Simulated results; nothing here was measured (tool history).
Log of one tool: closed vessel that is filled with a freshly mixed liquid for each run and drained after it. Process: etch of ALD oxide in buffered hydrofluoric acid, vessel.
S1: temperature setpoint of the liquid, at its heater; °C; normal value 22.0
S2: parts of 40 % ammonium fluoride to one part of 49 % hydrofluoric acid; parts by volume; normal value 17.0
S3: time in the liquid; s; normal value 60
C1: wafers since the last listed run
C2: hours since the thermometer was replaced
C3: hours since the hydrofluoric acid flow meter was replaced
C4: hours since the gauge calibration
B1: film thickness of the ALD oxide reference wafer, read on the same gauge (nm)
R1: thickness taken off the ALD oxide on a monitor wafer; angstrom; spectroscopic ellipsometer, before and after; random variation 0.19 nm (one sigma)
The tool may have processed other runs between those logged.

{"run": 1, "hour": 0.0, "S1": 19.0, "S2": 17.0, "S3": 60, "C1": 0, "C2": 2088.2, "C3": 2057.4, "C4": 233.0, "B1": 150.01, "R1": 319.0}
{"run": 2, "hour": 15.4, "S1": 22.0, "S2": 17.0, "S3": 60, "C1": 1421, "C2": 2103.6, "C3": 2072.8, "C4": 248.4, "B1": 150.0, "R1": 375.3}
{"run": 3, "hour": 23.0, "S1": 22.0, "S2": 17.0, "S3": 60, "C1": 701, "C2": 2111.2, "C3": 2080.4, "C4": 256.0, "B1": 150.03, "R1": 376.8}
{"run": 4, "hour": 34.3, "S1": 22.0, "S2": 17.0, "S3": 60, "C1": 1043, "C2": 2122.5, "C3": 2091.7, "C4": 267.3, "B1": 149.98, "R1": 375.5}
{"run": 5, "hour": 48.6, "S1": 25.5, "S2": 17.0, "S3": 50, "C1": 1320, "C2": 2136.8, "C3": 2106.0, "C4": 281.6, "B1": 149.98, "R1": 381.4}
{"run": 6, "hour": 64.2, "S1": 18.5, "S2": 19.5, "S3": 60, "C1": 1440, "C2": 2152.4, "C3": 2121.6, "C4": 297.2, "B1": 149.99, "R1": 280.8}
{"run": 7, "hour": 79.6, "S1": 18.5, "S2": 19.5, "S3": 60, "C1": 1421, "C2": 2167.8, "C3": 2137.0, "C4": 312.6, "B1": 149.99, "R1": 280.4}
{"run": 8, "hour": 96.4, "S1": 18.5, "S2": 19.5, "S3": 60, "C1": 1550, "C2": 2184.6, "C3": 2153.8, "C4": 329.4, "B1": 149.99, "R1": 279.5}
{"run": 9, "hour": 108.3, "S1": 22.0, "S2": 17.0, "S3": 50, "C1": 1098, "C2": 2196.5, "C3": 2165.7, "C4": 341.3, "B1": 150.01, "R1": 314.2}
{"hour": 115.0, "done": "gauge calibrated"}
{"run": 10, "hour": 120.3, "S1": 22.0, "S2": 17.0, "S3": 50, "C1": 1107, "C2": 2208.5, "C3": 2177.7, "C4": 5.3, "B1": 150.0, "R1": 311.1}
{"run": 11, "hour": 127.7, "S1": 22.0, "S2": 17.0, "S3": 50, "C1": 683, "C2": 2215.9, "C3": 2185.1, "C4": 12.7, "B1": 149.99, "R1": 313.5}
{"run": 12, "hour": 141.3, "S1": 20.5, "S2": 17.0, "S3": 60, "C1": 1255, "C2": 2229.5, "C3": 2198.7, "C4": 26.3, "B1": 150.0, "R1": 344.3}
{"run": 13, "hour": 150.8, "S1": 22.0, "S2": 17.0, "S3": 60, "C1": 877, "C2": 2239.0, "C3": 2208.2, "C4": 35.8, "B1": 150.0, "R1": 375.8}
{"hour": 182.6, "done": "thermometer replaced"}
{"run": 14, "hour": 203.8, "S1": 20.0, "S2": 17.0, "S3": 60, "C1": 4800, "C2": 21.2, "C3": 2261.2, "C4": 88.8, "B1": 150.02, "R1": 335.8}
{"run": 15, "hour": 226.1, "S1": 22.0, "S2": 13.0, "S3": 60, "C1": 2058, "C2": 43.5, "C3": 2283.5, "C4": 111.1, "B1": 150.0, "R1": 484.6}
{"run": 16, "hour": 240.4, "S1": 26.5, "S2": 21.5, "S3": 40, "C1": 1320, "C2": 57.8, "C3": 2297.8, "C4": 125.4, "B1": 149.99, "R1": 269.5}
{"run": 17, "hour": 256.7, "S1": 22.0, "S2": 24.0, "S3": 30, "C1": 1504, "C2": 74.1, "C3": 2314.1, "C4": 141.7, "B1": 149.99, "R1": 146.4}
{"hour": 263.5, "done": "hydrofluoric acid flow meter replaced"}
{"run": 18, "hour": 266.3, "S1": 23.5, "S2": 17.0, "S3": 60, "C1": 793, "C2": 83.7, "C3": 2.8, "C4": 151.3, "B1": 149.98, "R1": 455.2}
{"run": 19, "hour": 276.3, "S1": 22.0, "S2": 22.0, "S3": 30, "C1": 923, "C2": 93.7, "C3": 12.8, "C4": 161.3, "B1": 150.01, "R1": 168.3}
{"run": 20, "hour": 286.3, "S1": 22.0, "S2": 17.0, "S3": 60, "C1": 923, "C2": 103.7, "C3": 22.8, "C4": 171.3, "B1": 150.0, "R1": 421.6}
{"run": 21, "hour": 307.1, "S1": 26.5, "S2": 17.0, "S3": 60, "C1": 1920, "C2": 124.5, "C3": 43.6, "C4": 192.1, "B1": 150.01, "R1": 531.9}
{"run": 22, "hour": 313.5, "S1": 22.0, "S2": 22.5, "S3": 60, "C1": 590, "C2": 130.9, "C3": 50.0, "C4": 198.5, "B1": 149.99, "R1": 333.0}
{"run": 23, "hour": 330.2, "S1": 22.0, "S2": 13.5, "S3": 60, "C1": 1541, "C2": 147.6, "C3": 66.7, "C4": 215.2, "B1": 150.01, "R1": 525.1}

Same runs, no hidden state in the tool, same run-to-run variation:
Hidden state at play: liquid hotter than its thermometer reads (K); hydrofluoric acid flow below the setpoint (%); gauge reads high (%).
run=1 R1=362.4
run=2 R1=426.8
run=3 R1=428.7
run=4 R1=427.5
run=5 R1=434.5
run=6 R1=310.2
run=7 R1=310.1
run=8 R1=309.3
run=9 R1=359.5
run=10 R1=356.1
run=11 R1=359.1
run=12 R1=394.8
run=13 R1=431.1
run=14 R1=386.6
run=15 R1=558.2
run=16 R1=297.8
run=17 R1=161.9
run=18 R1=467.4
run=19 R1=171.5
run=20 R1=433.5
run=21 R1=547.5
run=22 R1=339.9
run=23 R1=541.2
